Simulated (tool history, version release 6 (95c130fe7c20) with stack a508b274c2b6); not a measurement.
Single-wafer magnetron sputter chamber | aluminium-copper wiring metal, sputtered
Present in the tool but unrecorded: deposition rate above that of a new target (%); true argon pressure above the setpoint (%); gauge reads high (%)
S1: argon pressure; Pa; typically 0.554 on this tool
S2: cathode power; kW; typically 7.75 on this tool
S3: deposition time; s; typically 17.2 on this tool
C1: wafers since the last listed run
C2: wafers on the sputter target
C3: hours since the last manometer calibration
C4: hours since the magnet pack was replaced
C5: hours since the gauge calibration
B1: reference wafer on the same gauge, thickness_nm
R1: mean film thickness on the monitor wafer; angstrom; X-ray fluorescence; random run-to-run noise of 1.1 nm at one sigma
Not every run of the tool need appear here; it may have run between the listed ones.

run	day	S1	S2	S3	C1	C2	C3	C4	C5	B1	R1
1	0	0.554	7.75	17.2	0	1590	2435.6	5473.8	207.6	239.901	2319.17
2	2.929	0.554	7.75	17.2	2103	3694	2505.9	5544.1	277.9	239.912	2346.65
3	4.171	0.644	7.75	17.2	891	4586	2535.7	5573.9	307.7	240.449	2181.85
4	6.888	0.644	7.75	17.2	1951	6537	2600.9	5639.1	372.9	240.457	2196.06
# day 8: sputter target and shields replaced
5	8.908	0.644	7.75	17.2	1211	652	2649.4	5687.6	421.4	239.94	2204.02
6	11.542	0.554	6.55	17.2	1891	2543	2712.6	5750.8	484.6	239.882	1969.63
7	13.3	0.554	6.55	17.2	1262	3806	2754.8	5793	526.8	240.319	1967
8	15.879	0.554	8.6	17.2	1852	5658	2816.7	5854.9	588.7	239.869	2596.27
# day 17.062: magnet pack replaced, of another model than before
9	17.338	0.554	8.6	17.2	807	6466	2851.7	6.6	623.7	240.111	2570.04
# day 17.875: sputter target and shields replaced
10	20.104	0.554	8.6	17.2	1747	1602	2918.1	73	690.1	239.693	2560.47
11	21.388	0.446	7.75	17.2	921	2524	2948.9	103.8	720.9	239.725	2449.09
# day 22.55: capacitance manometer re-zeroed and calibrated
12	22.908	0.446	7.75	17.2	852	3376	8.6	140.3	757.4	239.98	2343.39
13	25.65	0.554	7.75	17.2	1969	5345	74.4	206.1	823.2	239.937	2181.81
# day 26.983: sputter target and shields replaced
# day 27.838: gauge calibrated
14	28.246	0.554	6.6	16.3	1624	907	136.7	268.4	9.8	239.616	1776.87
15	30.496	0.554	7.75	17.2	1615	2523	190.7	322.4	63.8	239.613	2186.75
16	31.833	0.416	7.75	20.3	960	3483	222.8	354.5	95.9	240.096	2855.5
17	33.096	0.644	7.75	17.2	906	4390	253.1	384.8	126.2	240.322	2081.37
18	34.921	0.554	8.3	13.8	1310	5701	296.9	428.6	170	240.14	1890.51
# day 37.404: sputter target and shields replaced
19	37.425	0.554	7.75	19.3	1559	13	357	488.7	230.1	239.896	2477.19
20	39.6	0.423	7.75	15.3	1562	1575	409.2	540.9	282.3	240.149	2150.1
21	42.496	0.424	7.75	15.6	2079	3655	478.7	610.4	351.8	240.103	2183.16
22	43.912	0.447	9.25	14.5	1017	4672	512.7	644.4	385.8	239.768	2390.6
23	45.433	0.434	6.75	15.1	1092	5765	549.2	680.9	422.3	239.833	1821.53
# day 48.038: sputter target and shields replaced
24	48.058	0.715	6.4	17.2	1645	14	612.2	743.9	485.3	239.528	1637.42
25	50.083	0.702	7.15	14.7	1454	1469	660.8	792.5	533.9	240.053	1586.31
26	52.212	0.628	7.2	14.4	1529	2998	711.9	843.6	585	240.029	1644.31
27	53.229	0.554	7.75	17.2	730	3728	736.3	868	609.4	239.498	2193.94

How would selected steps in R1 from run to run divide? Give the signed amount a tool lacking its hidden state would still show from settings, what came in and random variation, and the signed amount left for the hidden state, including any gauge scatter that is not in both of the compared results.
Run 5 -> 6: S1 0.644 -> 0.554, S2 7.75 -> 6.55. R1 -234.39 angstrom: hidden state -44.88, all else -189.51.
Run 11 -> 12: capacitance manometer re-zeroed and calibrated. R1 -105.7 angstrom: hidden state -104, all else -1.7.
Run 15 -> 16: S1 0.554 -> 0.416, S3 17.2 -> 20.3. R1 +668.75 angstrom: hidden state +0.59, all else +668.16.
Run 16 -> 17: S1 0.416 -> 0.644, S3 20.3 -> 17.2. R1 -774.13 angstrom: hidden state +2.7, all else -776.83.
